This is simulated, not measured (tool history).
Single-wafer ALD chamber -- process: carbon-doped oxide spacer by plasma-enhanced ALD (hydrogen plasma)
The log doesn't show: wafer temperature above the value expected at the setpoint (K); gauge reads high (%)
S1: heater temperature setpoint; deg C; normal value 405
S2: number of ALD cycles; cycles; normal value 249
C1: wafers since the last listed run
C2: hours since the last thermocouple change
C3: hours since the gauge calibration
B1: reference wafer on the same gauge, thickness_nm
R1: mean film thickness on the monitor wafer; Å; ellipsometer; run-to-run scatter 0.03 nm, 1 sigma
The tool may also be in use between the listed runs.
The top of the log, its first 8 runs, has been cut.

run	hour	S1	S2	C1	C2	C3	B1	R1
9	191.9	405	249	33	2066.7	739.2	13.597	119.09
10	217.2	401	249	30	2092.0	764.5	13.583	119.43
11	242.7	412	249	30	2117.5	790.0	13.557	116.61
12	263.2	417	249	24	2138.0	810.5	13.540	114.47
13	297.8	417	249	42	2172.6	845.1	13.512	114.36
14	328.7	405	279	37	2203.5	876.0	13.487	132.47
# hour 337.7: gauge calibrated
15	342.3	405	279	16	2217.1	4.6	13.909	136.04
16	356.4	405	279	17	2231.2	18.7	13.908	136.04
17	380.4	405	249	29	2255.2	42.7	13.909	121.72
18	400.7	405	229	24	2275.5	63.0	13.910	111.95
# hour 416.5: thermocouple changed; heater temperature recalibrated
19	428.8	401	295	24	12.3	91.1	13.911	145.60
20	459.7	394	212	37	43.2	122.0	13.899	104.96
21	493.4	405	249	40	76.9	155.7	13.901	121.47
22	509.8	392	278	19	93.3	172.1	13.896	138.09
23	542.0	391	275	39	125.5	204.3	13.885	136.14
24	610.8	410	271	83	194.3	273.1	13.878	130.05
25	623.9	409	265	15	207.4	286.2	13.878	128.02
26	652.4	416	210	34	235.9	314.7	13.858	99.51
27	670.2	405	249	21	253.7	332.5	13.857	121.24

Run 28 has not been measured yet. What should we expect?
28	692.7	413	216	27	276.2	355.0	?	?

B1: 13.851
R1: 102.42 Å
With the hidden condition absent and the run-to-run variation left alone, this run would have shown R1 102.81 Å.
